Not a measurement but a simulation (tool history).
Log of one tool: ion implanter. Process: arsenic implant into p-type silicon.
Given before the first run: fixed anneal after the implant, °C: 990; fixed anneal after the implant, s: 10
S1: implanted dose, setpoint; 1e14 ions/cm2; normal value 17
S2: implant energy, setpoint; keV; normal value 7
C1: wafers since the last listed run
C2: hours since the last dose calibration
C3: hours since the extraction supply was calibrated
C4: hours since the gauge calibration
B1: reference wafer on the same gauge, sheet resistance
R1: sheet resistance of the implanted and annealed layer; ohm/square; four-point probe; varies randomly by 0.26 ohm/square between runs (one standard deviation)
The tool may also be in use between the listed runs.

Run 1, hour 0: usual settings but S2 6 keV; C1 0; C2 2006.1; C3 1356.7; C4 571.9; B1 154.02. Result: R1 178.51 ohm/square.
Run 2, hour 66.3: usual settings but S1 20.36 1e14 ions/cm2, S2 5.5 keV; C1 758; C2 2072.4; C3 1423; C4 638.2; B1 154.02. Result: R1 176.86 ohm/square.
Run 3, hour 100.7: usual settings but S1 20.36 1e14 ions/cm2, S2 5.5 keV; C1 393; C2 2106.8; C3 1457.4; C4 672.6; B1 154. Result: R1 176.98 ohm/square.
Run 4, hour 145.6: usual settings but S2 8.5 keV; C1 513; C2 2151.7; C3 1502.3; C4 717.5; B1 154.05. Result: R1 164.24 ohm/square.
Run 5, hour 187.1: usual settings but S2 8.5 keV; C1 474; C2 2193.2; C3 1543.8; C4 759; B1 153.98. Result: R1 164.43 ohm/square.
Run 6, hour 217.6: usual settings but S2 5 keV; C1 348; C2 2223.7; C3 1574.3; C4 789.5; B1 154.03. Result: R1 186.57 ohm/square.
At hour 235.4: gauge calibrated.
At hour 266.6: Faraday cup replaced and dose calibrated.
Run 7, hour 351.2: usual settings but S2 5 keV; C1 1436; C2 84.6; C3 1707.9; C4 115.8; B1 154.03. Result: R1 186.59 ohm/square.
Run 8, hour 411.3: usual settings but S1 11.99 1e14 ions/cm2, S2 6 keV; C1 687; C2 144.7; C3 1768; C4 175.9; B1 154.02. Result: R1 189.53 ohm/square.
At hour 477: extraction supply calibrated.
Run 9, hour 480.5: usual settings but S2 5 keV; C1 699; C2 213.9; C3 3.5; C4 245.1; B1 154.01. Result: R1 186.45 ohm/square.
Run 10, hour 529.9: usual settings but S1 13.32 1e14 ions/cm2, S2 9 keV; C1 564; C2 263.3; C3 52.9; C4 294.5; B1 154.02. Result: R1 168.13 ohm/square.
Run 11, hour 560.4: usual settings but S1 19 1e14 ions/cm2, S2 5.5 keV; C1 348; C2 293.8; C3 83.4; C4 325; B1 154.02. Result: R1 178.69 ohm/square.
Run 12, hour 630.1: usual settings; C1 797; C2 363.5; C3 153.1; C4 394.7; B1 154.09. Result: R1 172.03 ohm/square.
Run 13, hour 696.5: usual settings but S1 13.28 1e14 ions/cm2, S2 5.5 keV; C1 759; C2 429.9; C3 219.5; C4 461.1; B1 154.01. Result: R1 190.18 ohm/square.
Run 14, hour 724.9: usual settings but S2 5 keV; C1 324; C2 458.3; C3 247.9; C4 489.5; B1 153.98. Result: R1 186.83 ohm/square.

Below are 5 alternative next runs, each starting from the tool's condition after run 14. Predict each:
Run A, hour 725.3: usual settings; C1 4; C2 458.7; C3 248.3; C4 489.9; B1 ?. Result: R1 ?.
Run B, hour 725.3: usual settings but S2 9.5 keV; C1 4; C2 458.7; C3 248.3; C4 489.9; B1 ?. Result: R1 ?.
Run C, hour 725.3: usual settings but S1 14.34 1e14 ions/cm2, S2 5 keV; C1 4; C2 458.7; C3 248.3; C4 489.9; B1 ?. Result: R1 ?.
Run D, hour 725.3: usual settings but S1 21.33 1e14 ions/cm2, S2 7.5 keV; C1 4; C2 458.7; C3 248.3; C4 489.9; B1 ?. Result: R1 ?.
Run E, hour 725.3: usual settings but S1 14.11 1e14 ions/cm2, S2 5 keV; C1 4; C2 458.7; C3 248.3; C4 489.9; B1 ?. Result: R1 ?.

run      B1      R1
  A  153.94  171.96
  B  153.94  159.29
  C  153.94  191.84
  D  153.94  163.33
  E  153.94  192.38
With no hidden state in the tool, these same runs would have given:
run      R1
  A  171.96
  B  159.29
  C  191.84
  D  163.33
  E  192.38

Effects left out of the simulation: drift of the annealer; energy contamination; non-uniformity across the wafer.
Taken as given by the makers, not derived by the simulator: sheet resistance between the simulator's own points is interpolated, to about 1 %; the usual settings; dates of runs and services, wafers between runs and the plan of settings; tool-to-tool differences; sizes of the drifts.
